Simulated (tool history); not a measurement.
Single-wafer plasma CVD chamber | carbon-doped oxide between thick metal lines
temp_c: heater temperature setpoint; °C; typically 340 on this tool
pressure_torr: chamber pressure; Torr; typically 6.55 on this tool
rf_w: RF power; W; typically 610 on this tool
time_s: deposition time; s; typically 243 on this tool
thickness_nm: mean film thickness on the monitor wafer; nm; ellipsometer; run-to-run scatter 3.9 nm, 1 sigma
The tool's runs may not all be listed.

run	hour	temp_c	pressure_torr	rf_w	time_s	wafers since the last listed run	hours since the last thermocouple change	hours since the last RF generator calibration	hours since the last manometer calibration	hours since the showerhead was replaced	hours since the gauge calibration	read-back reference wafer on the same gauge, thickness_nm	thickness_nm
1	0.0	340	6.55	610	243	0	14.0	50.3	1465.3	2462.1	2727.7	1099.942	1369.966
2	102.1	340	6.55	610	243	593	116.1	152.4	1567.4	2564.2	2829.8	1100.554	1376.369
# hour 143.6: gauge calibrated
3	206.4	340	6.55	610	243	606	220.4	256.7	1671.7	2668.5	62.8	1080.598	1345.451
4	449.9	333	6.55	610	243	1414	463.9	500.2	1915.2	2912.0	306.3	1084.833	1374.502
5	537.3	340	6.55	610	243	507	551.3	587.6	2002.6	2999.4	393.7	1085.441	1355.222
6	584.4	340	6.55	610	243	273	598.4	634.7	2049.7	3046.5	440.8	1087.397	1356.046
# hour 643.3: showerhead replaced
7	643.8	340	7.56	610	283	298	657.8	694.1	2109.1	0.5	500.2	1086.872	1604.854
8	696.1	340	6.55	540	243	303	710.1	746.4	2161.4	52.8	552.5	1087.497	1250.652
9	768.2	340	5.78	610	230	418	782.2	818.5	2233.5	124.9	624.6	1089.071	1263.598
10	804.4	340	6.55	610	243	210	818.4	854.7	2269.7	161.1	660.8	1089.621	1353.199
11	849.4	340	6.55	610	243	261	863.4	899.7	2314.7	206.1	705.8	1090.546	1360.439
12	947.9	340	6.55	610	243	572	961.9	998.2	2413.2	304.6	804.3	1091.528	1352.945
# hour 958.9: capacitance manometer re-zeroed and calibrated
13	1051.9	340	6.55	575	283	557	1065.9	1102.2	93.0	408.6	908.3	1091.286	1522.597
14	1092.6	340	7.99	725	243	236	1106.6	1142.9	133.7	449.3	949.0	1092.706	1561.410
15	1155.8	354	5.18	530	205	367	1169.8	1206.1	196.9	512.5	1012.2	1092.570	967.073
16	1235.0	335	6.55	505	243	460	1249.0	1285.3	276.1	591.7	1091.4	1092.791	1216.260
17	1429.3	340	6.55	610	243	1129	1443.3	1479.6	470.4	786.0	1285.7	1094.752	1361.377
18	1532.9	336	5.85	705	267	601	1546.9	1583.2	574.0	889.6	1389.3	1095.649	1639.428
19	1572.5	340	6.55	610	243	230	1586.5	1622.8	613.6	929.2	1428.9	1095.827	1370.641
20	1664.1	329	6.55	700	243	532	1678.1	1714.4	705.2	1020.8	1520.5	1095.705	1535.025
21	1751.5	340	6.55	730	204	507	1765.5	1801.8	792.6	1108.2	1607.9	1095.917	1289.661
22	1795.7	340	5.15	610	243	256	1809.7	1846.0	836.8	1152.4	1652.1	1096.376	1305.526
# hour 1815.4: thermocouple changed; heater temperature recalibrated
23	1886.5	334	6.55	610	243	481	71.1	1936.8	927.6	1243.2	1742.9	1096.736	1380.669
24	1960.8	354	5.96	545	262	431	145.4	2011.1	1001.9	1317.5	1817.2	1097.726	1302.252
25	2021.2	349	6.55	610	210	350	205.8	2071.5	1062.3	1377.9	1877.6	1096.866	1152.493
26	2114.9	340	6.55	610	243	544	299.5	2165.2	1156.0	1471.6	1971.3	1098.274	1370.198
# hour 2214.7: RF generator calibrated
27	2215.1	340	6.55	610	243	535	399.7	0.4	1256.2	1571.8	2071.5	1097.494	1368.394
28	2277.2	340	6.55	610	229	360	461.8	62.5	1318.3	1633.9	2133.6	1097.458	1296.206

How the hidden state differs across the entries between the runs, from the last listed run before each to the first after it:
After run 2, before run 3: gauge calibrated (hour 143.6)
  gauge reads high (%): 1.88 -> 0.0486
  measured result minus the result with no hidden state, thickness_nm: +25.397 -> +0.653 nm
After run 6, before run 7: showerhead replaced (hour 643.3)
  gauge reads high (%): 0.609 -> 0.681
  measured result minus the result with no hidden state, thickness_nm: +8.210 -> +10.853 nm
After run 12, before run 13: capacitance manometer re-zeroed and calibrated (hour 958.9)
  gauge reads high (%): 0.993 -> 1.08
  measured result minus the result with no hidden state, thickness_nm: +13.305 -> +16.291 nm
After run 22, before run 23: thermocouple changed; heater temperature recalibrated (hour 1815.4)
  gauge reads high (%): 1.52 -> 1.55
  measured result minus the result with no hidden state, thickness_nm: +19.534 -> +21.138 nm
After run 26, before run 27: RF generator calibrated (hour 2214.7)
  gauge reads high (%): 1.63 -> 1.66
  measured result minus the result with no hidden state, thickness_nm: +22.013 -> +22.374 nm
